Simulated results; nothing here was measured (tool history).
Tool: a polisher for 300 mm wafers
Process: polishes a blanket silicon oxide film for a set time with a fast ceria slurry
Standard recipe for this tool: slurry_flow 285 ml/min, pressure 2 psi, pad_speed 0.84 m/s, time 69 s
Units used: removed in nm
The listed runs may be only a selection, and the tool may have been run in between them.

run	hour	slurry_flow	pressure	pad_speed	time	wafers since the last listed run	wafers polished on this pad	hours since the slurry nozzle was cleaned	hours since the head pressure was calibrated	incoming thickness of the incoming film, nm	removed
1	0	360	2	1.02	69	0	2041	108.2	724.9	2954.7	870.3
2	63.9	360	2	1.02	69	722	2764	172.1	788.8	2961.1	858.4
3	104.9	360	2	1.02	69	463	3228	213.1	829.8	3003.5	874.2
# hour 147.3: head pressure recalibrated
4	183	285	2	0.84	84	860	4089	291.2	35.7	3005.5	774.3
5	234.7	285	2	0.84	61	584	4673	342.9	87.4	3000.9	569.3
6	289.9	285	2	0.84	61	624	5298	398.1	142.6	2941.9	580.4
7	326.8	285	2	0.84	61	417	5715	435	179.5	2947.2	566.9
8	428.1	285	2	0.62	69	1145	6861	536.3	280.8	2905.1	470.2
# hour 500.8: worn pad replaced by a new one
9	509.1	240	2	0.84	69	870	93	617.3	361.8	2961.7	620.7
# hour 579: slurry nozzle cleaned
10	608.7	285	2	0.84	69	1115	1209	29.7	461.4	2999.9	660.5
11	673.7	285	2	0.84	69	735	1944	94.7	526.4	2956.4	672
12	757.5	285	2	0.84	69	947	2891	178.5	610.2	2995.5	671.3
13	857.3	285	2	0.84	69	1128	4020	278.3	710	2974.2	684.7
# hour 921.1: head pressure recalibrated
14	926.9	285	2	0.84	69	764	4785	347.9	5.8	2953.3	645.5
15	1009.4	285	2	0.84	69	933	5718	430.4	88.3	2983.8	649.1
16	1059.8	285	2	0.84	69	570	6288	480.8	138.7	3003	655
17	1098.1	220	2	0.84	90	433	6721	519.1	177	2961.8	819.8
18	1159.2	190	2	0.96	69	691	7412	580.2	238.1	2968.1	708.6
# hour 1211.8: worn pad replaced by a new one
# hour 1357.2: slurry nozzle cleaned
19	1450.8	285	2.2	0.84	84	3241	2691	93.6	529.7	2970.3	911.5
20	1508.7	240	2	0.84	69	654	3346	151.5	587.6	2938.8	671.8
21	1603.8	195	1.5	0.96	69	1075	4421	246.6	682.7	3027.9	572.1
# hour 1732.9: head pressure recalibrated
22	1800	240	2	0.84	69	2196	6618	442.8	67.1	2944.1	614.5
# hour 1888.1: worn pad replaced by a new one
23	1902.1	365	2.6	0.54	62	1109	157	544.9	169.2	2935.2	478.8
24	1950.7	325	1.4	0.56	69	549	707	593.5	217.8	2962.3	298
25	2049.8	260	2	0.84	69	1120	1828	692.6	316.9	2955.7	608
# hour 2146.7: slurry nozzle cleaned
26	2152.6	230	2	0.84	63	1151	2979	5.9	419.7	2959.3	594.3
27	2230.4	285	2	0.84	69	879	3859	83.7	497.5	3003.2	674.6
28	2322.2	370	2	0.84	81	1038	4897	175.5	589.3	2942.9	808.4
29	2418.3	285	1.4	0.84	69	1086	5984	271.6	685.4	2948.1	482.9

What will run 30 give?
30	2488.7	285	2	0.64	69	796	6781	342	755.8	2960.5	?

{"run 30": {"removed": 518.6}}
The same run, on a tool lacking any hidden state, would have yielded removed 488.4 nm.
